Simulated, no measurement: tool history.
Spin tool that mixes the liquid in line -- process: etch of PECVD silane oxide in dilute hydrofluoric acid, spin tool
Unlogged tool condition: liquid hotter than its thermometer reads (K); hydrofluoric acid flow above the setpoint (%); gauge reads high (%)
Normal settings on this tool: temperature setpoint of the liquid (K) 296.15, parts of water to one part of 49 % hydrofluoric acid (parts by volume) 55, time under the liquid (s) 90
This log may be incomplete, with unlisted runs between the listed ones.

run	day	temperature setpoint of the liquid (K)	parts of water to one part of 49 % hydrofluoric acid (parts by volume)	time under the liquid (s)	wafers since the last listed run	hours since the thermometer was replaced	hours since the hydrofluoric acid flow meter was replaced	hours since the gauge calibration	read-back film thickness of the PECVD silane oxide reference wafer, read on the same gauge (nm)	thickness taken off the PECVD silane oxide on a monitor wafer (angstrom)
1	0	293.15	65	90	0	2046.1	1552.5	759.2	136.75	212
2	2.446	296.15	55	90	653	2104.8	1611.2	817.9	136.38	287.4
3	3.388	296.15	55	90	251	2127.4	1633.8	840.5	136.21	283.5
4	4.221	296.15	55	90	222	2147.4	1653.8	860.5	136.03	284.6
5	4.829	299.15	55	90	162	2162	1668.4	875.1	135.94	320
# day 8.217: thermometer replaced
6	9.167	299.15	55	90	1148	22.8	1772.5	979.2	135.1	318.7
7	10.054	299.15	55	90	237	44.1	1793.8	1000.5	134.89	315.3
8	10.938	296.15	55	90	236	65.3	1815	1021.7	134.73	280.9
9	12.117	296.15	45	90	315	93.6	1843.3	1050	134.46	351.2
10	13.617	296.15	45	90	400	129.6	1879.3	1086	134.13	343.8
11	14.662	296.15	55	90	279	154.7	1904.4	1111.1	133.87	276.4
12	15.775	296.15	55	90	297	181.4	1931.1	1137.8	133.6	281.2
13	16.383	296.15	55	90	162	196	1945.7	1152.4	133.4	279.4
14	17.196	296.15	55	90	217	215.5	1965.2	1171.9	133.29	281.9
15	18.012	296.15	55	90	218	235.1	1984.8	1191.5	133.07	275.5
# day 18.262: hydrofluoric acid flow meter replaced
16	19.212	296.15	55	90	309	263.9	22.8	1220.3	132.74	277.8
17	20.071	299.15	80	60	229	284.5	43.4	1240.9	132.55	136.4
# day 20.379: gauge calibrated
18	20.842	296.15	40	105	206	303	61.9	11.1	140.41	475.5
19	22.021	293.15	85	40	315	331.3	90.2	39.4	140.4	72
20	23.408	291.65	45	110	370	364.6	123.5	72.7	140.4	363
21	24.054	291.65	45	110	172	380.1	139	88.2	140.37	364.9
22	25.067	296.15	75	65	270	404.4	163.3	112.5	140.39	149.1
23	26.433	293.15	65	65	365	437.2	196.1	145.3	140.32	157.3
24	27.167	296.15	55	90	196	454.8	213.7	162.9	140.24	291
25	28.662	296.15	55	90	399	490.7	249.6	198.8	140.19	292.2
26	30.05	299.65	55	60	370	524	282.9	232.1	140.18	225.6
27	31.075	296.15	55	90	273	548.6	307.5	256.7	140.09	291.5
28	32.371	296.15	55	90	346	579.7	338.6	287.8	140.02	290.4
29	33.183	297.65	40	110	217	599.2	358.1	307.3	139.96	530.3
30	34.129	291.65	55	115	252	621.9	380.8	330	139.93	308
31	35.496	296.15	65	130	365	654.7	413.6	362.8	139.82	355.1
32	36.692	296.15	30	90	319	683.4	442.3	391.5	139.75	553.4
33	37.458	294.65	40	90	204	701.8	460.7	409.9	139.7	384.4
34	38.558	296.15	55	90	294	728.2	487.1	436.3	139.54	290.6

Exercise: give the hidden state of the tool at every run:
liquid hotter than its thermometer reads (K): 0 in every run
hydrofluoric acid flow above the setpoint (%): 0 in every run
H1: gauge reads high (%)
run	H1
1	-2.3
2	-2.59
3	-2.71
4	-2.81
5	-2.89
6	-3.5
7	-3.63
8	-3.77
9	-3.95
10	-4.2
11	-4.37
12	-4.56
13	-4.67
14	-4.81
15	-4.95
16	-5.17
17	-5.33
18	0.293
19	0.288
20	0.277
21	0.269
22	0.253
23	0.227
24	0.209
25	0.169
26	0.123
27	0.0853
28	0.0319
29	-0.00469
30	-0.0503
31	-0.122
32	-0.19
33	-0.237
34	-0.307

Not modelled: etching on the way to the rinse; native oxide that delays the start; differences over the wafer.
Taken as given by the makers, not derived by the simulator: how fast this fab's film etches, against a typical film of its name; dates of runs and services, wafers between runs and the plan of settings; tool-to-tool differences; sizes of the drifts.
